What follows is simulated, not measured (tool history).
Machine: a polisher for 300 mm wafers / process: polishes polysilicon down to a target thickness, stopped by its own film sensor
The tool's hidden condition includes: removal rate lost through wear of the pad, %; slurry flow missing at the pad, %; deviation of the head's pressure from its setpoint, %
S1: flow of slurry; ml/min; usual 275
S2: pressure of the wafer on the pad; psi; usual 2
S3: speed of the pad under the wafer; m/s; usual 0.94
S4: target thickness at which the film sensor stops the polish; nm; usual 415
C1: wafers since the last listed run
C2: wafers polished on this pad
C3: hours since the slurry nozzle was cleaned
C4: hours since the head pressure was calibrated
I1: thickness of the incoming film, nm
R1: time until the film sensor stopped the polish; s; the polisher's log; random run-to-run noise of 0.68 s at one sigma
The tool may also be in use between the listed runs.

run 1 hour=0 | S1=275 S2=2 S3=0.94 S4=415 | C1=0 C2=71 C3=42.9 C4=720.1 | I1=689 | R1=50.5
run 2 hour=103.3 | S1=275 S2=2 S3=0.94 S4=415 | C1=1072 C2=1143 C3=146.2 C4=823.4 | I1=682.4 | R1=51.2
run 3 hour=175.7 | S1=275 S2=2 S3=0.94 S4=415 | C1=751 C2=1895 C3=218.6 C4=895.8 | I1=694.6 | R1=54.8
run 4 hour=260.2 | S1=275 S2=2 S3=0.94 S4=415 | C1=876 C2=2772 C3=303.1 C4=980.3 | I1=695.5 | R1=55.7
-- hour=306.1 head pressure recalibrated
run 5 hour=351.3 | S1=275 S2=2 S3=0.94 S4=415 | C1=924 C2=3696 C3=394.2 C4=45.2 | I1=684.5 | R1=54.2
run 6 hour=400.2 | S1=275 S2=2 S3=0.94 S4=415 | C1=507 C2=4204 C3=443.1 C4=94.1 | I1=696.3 | R1=57.4
-- hour=467.1 slurry nozzle cleaned
-- hour=471.2 worn pad replaced by a new one
run 7 hour=515.2 | S1=275 S2=2 S3=0.94 S4=415 | C1=1141 C2=456 C3=48.1 C4=209.1 | I1=692.7 | R1=51.5
run 8 hour=616.5 | S1=275 S2=1.5 S3=0.94 S4=415 | C1=1051 C2=1507 C3=149.4 C4=310.4 | I1=697.1 | R1=67.4
run 9 hour=835.1 | S1=275 S2=1.5 S3=0.94 S4=415 | C1=2268 C2=3776 C3=368 C4=529 | I1=691 | R1=69.1
run 10 hour=891.7 | S1=275 S2=2 S3=0.94 S4=415 | C1=587 C2=4363 C3=424.6 C4=585.6 | I1=691.2 | R1=55.3
-- hour=929.5 worn pad replaced by a new one
run 11 hour=970.8 | S1=275 S2=2 S3=0.94 S4=478 | C1=779 C2=428 C3=503.7 C4=664.7 | I1=686.9 | R1=40.7
-- hour=989.6 slurry nozzle cleaned
run 12 hour=1044.9 | S1=275 S2=2 S3=0.94 S4=478 | C1=758 C2=1186 C3=55.3 C4=738.8 | I1=691.4 | R1=39.2
run 13 hour=1111.1 | S1=225 S2=2 S3=0.94 S4=415 | C1=687 C2=1873 C3=121.5 C4=805 | I1=682.4 | R1=49.6
run 14 hour=1213 | S1=225 S2=2 S3=0.94 S4=415 | C1=1057 C2=2931 C3=223.4 C4=906.9 | I1=690.8 | R1=53.5
run 15 hour=1298.1 | S1=305 S2=2 S3=0.86 S4=415 | C1=883 C2=3814 C3=308.5 C4=992 | I1=695.1 | R1=57.3
run 16 hour=1404.3 | S1=230 S2=1.8 S3=0.78 S4=492 | C1=1102 C2=4916 C3=414.7 C4=1098.2 | I1=688.1 | R1=52.5
-- hour=1422.7 head pressure recalibrated
run 17 hour=1465 | S1=275 S2=2 S3=0.94 S4=415 | C1=609 C2=5526 C3=475.4 C4=42.3 | I1=677.6 | R1=55.1
-- hour=1475.3 worn pad replaced by a new one
-- hour=1523.7 slurry nozzle cleaned
run 18 hour=1593 | S1=190 S2=2 S3=0.94 S4=415 | C1=1276 C2=1211 C3=69.3 C4=170.3 | I1=684.8 | R1=52
run 19 hour=1671.8 | S1=235 S2=2.2 S3=1.08 S4=415 | C1=817 C2=2028 C3=148.1 C4=249.1 | I1=681.3 | R1=41.3
run 20 hour=1718.1 | S1=275 S2=2 S3=0.94 S4=480 | C1=480 C2=2509 C3=194.4 C4=295.4 | I1=694.8 | R1=42.5
run 21 hour=1792 | S1=275 S2=2 S3=0.94 S4=415 | C1=766 C2=3276 C3=268.3 C4=369.3 | I1=695.3 | R1=55.4
run 22 hour=1880.5 | S1=310 S2=2 S3=0.8 S4=415 | C1=918 C2=4194 C3=356.8 C4=457.8 | I1=702.4 | R1=65.1
run 23 hour=1955.8 | S1=275 S2=2 S3=0.94 S4=415 | C1=781 C2=4976 C3=432.1 C4=533.1 | I1=682.8 | R1=56.3
-- hour=1984.4 worn pad replaced by a new one
run 24 hour=2004.3 | S1=230 S2=2 S3=0.64 S4=415 | C1=461 C2=206 C3=480.6 C4=581.6 | I1=694 | R1=78.9
-- hour=2028.5 slurry nozzle cleaned
run 25 hour=2074.6 | S1=275 S2=2 S3=0.94 S4=379 | C1=719 C2=925 C3=46.1 C4=651.9 | I1=689 | R1=57.3
run 26 hour=2125.5 | S1=275 S2=2 S3=0.94 S4=415 | C1=528 C2=1453 C3=97 C4=702.8 | I1=697.9 | R1=51.1
run 27 hour=2212.4 | S1=275 S2=1.4 S3=1.22 S4=415 | C1=901 C2=2355 C3=183.9 C4=789.7 | I1=705.9 | R1=57.5
run 28 hour=2316.9 | S1=350 S2=2 S3=0.62 S4=338 | C1=1084 C2=3439 C3=288.4 C4=894.2 | I1=698.8 | R1=100.7
run 29 hour=2367.1 | S1=275 S2=2 S3=0.94 S4=415 | C1=520 C2=3960 C3=338.6 C4=944.4 | I1=682.7 | R1=52.9
run 30 hour=2410.8 | S1=215 S2=2 S3=0.94 S4=415 | C1=453 C2=4414 C3=382.3 C4=988.1 | I1=677.3 | R1=54.7

Predict each of these 3 candidate next runs independently; none follows another, all start after run 30:
run A hour=2411.2 | S1=275 S2=2 S3=1.08 S4=415 | C1=4 C2=4418 C3=382.7 C4=988.5 | I1=695.2 | R1=?
run B hour=2411.2 | S1=275 S2=2 S3=1.06 S4=329 | C1=4 C2=4418 C3=382.7 C4=988.5 | I1=695.2 | R1=?
run C hour=2411.2 | S1=185 S2=2 S3=0.66 S4=365 | C1=4 C2=4418 C3=382.7 C4=988.5 | I1=695.2 | R1=?

run=A R1=49.7
run=B R1=66.1
run=C R1=96.3
Without the tool's hidden state the same runs would have given:
run=A R1=45
run=B R1=59.8
run=C R1=85.8
